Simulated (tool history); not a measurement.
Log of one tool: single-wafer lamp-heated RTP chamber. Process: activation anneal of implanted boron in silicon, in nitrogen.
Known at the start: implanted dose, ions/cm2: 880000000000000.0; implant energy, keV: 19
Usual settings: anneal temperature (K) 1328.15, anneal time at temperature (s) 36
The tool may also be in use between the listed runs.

run,hour,anneal temperature (K),anneal time at temperature (s),"read-back reference wafer on the same gauge, sheet resistance",sheet resistance of the implanted and annealed layer (ohm/square)
1,0,1328.15,36,131.56,125.89
2,12.4,1328.15,36,131.49,125.53
3,27.6,1328.15,36,131.47,125.57
4,45,1328.15,36,131.43,125.95
5,62.3,1328.15,36,131.37,125.37
6,78.6,1328.15,36,131.34,125.74
7,92,1328.15,36,131.32,125.61
8,104.6,1328.15,36,131.33,125.77
9,111.3,1328.15,36,131.25,125.33
10,125.1,1328.15,36,131.31,125.61
11,135.8,1328.15,36,131.24,125.56
12,153,1328.15,36,131.19,125.67
13,163.7,1328.15,36,131.23,125.63
14,181.7,1328.15,36,131.12,125.36
15,196.8,1328.15,36,131.14,125.67
16,214,1328.15,36,131.11,125.44
17,227.6,1328.15,53,131.17,124.76
18,237.3,1328.15,36,131.11,125.17
19,249.4,1350.15,36,131.04,124.78
20,258.5,1344.15,50,131.09,123.83
21,271.5,1355.15,42,131.08,123.93
22,284.4,1314.15,27,131.02,126.43
23,302.5,1328.15,16,131.05,126.17
24,308.8,1328.15,36,131.1,125.32
25,321.9,1341.15,50,133,125.83
26,335.1,1353.15,29,132.98,126.6
27,346.9,1315.15,24,132.82,128.17
28,353.7,1328.15,45,132.84,126.56
29,362.7,1340.15,36,132.71,126.9
30,373.4,1340.15,36,132.62,126.54
31,385.5,1328.15,18,132.56,127.91
32,398.9,1328.15,36,132.47,126.91
33,409.4,1320.15,50,132.44,126.21
34,417.8,1313.15,36,132.38,127.15
35,434.6,1309.15,57,132.25,126.43
36,447.7,1303.15,36,132.17,127.45
37,470.9,1328.15,36,132.08,126.37
38,487.8,1309.15,57,131.97,126.27

Taken out of this log: 3 entries between the listed runs. Where each belongs, and how the hidden state differs across it:
Between runs 11 and 12: pyrometer window cleaned and pyrometer calibrated (hour 152.5)
  gauge reads high (%): -1.32 -> -1.34
  measured less the result without the state, sheet resistance of the implanted and annealed layer (ohm/square): -1.68 -> -1.71
Between runs 22 and 23: reflector plate cleaned (hour 302)
  gauge reads high (%): -1.45 -> -1.46
  measured less the result without the state, sheet resistance of the implanted and annealed layer (ohm/square): -1.86 -> -1.87
Between runs 24 and 25: gauge calibrated (hour 320.2)
  gauge reads high (%): -1.46 -> 0.0551
  measured less the result without the state, sheet resistance of the implanted and annealed layer (ohm/square): -1.86 -> +0.07

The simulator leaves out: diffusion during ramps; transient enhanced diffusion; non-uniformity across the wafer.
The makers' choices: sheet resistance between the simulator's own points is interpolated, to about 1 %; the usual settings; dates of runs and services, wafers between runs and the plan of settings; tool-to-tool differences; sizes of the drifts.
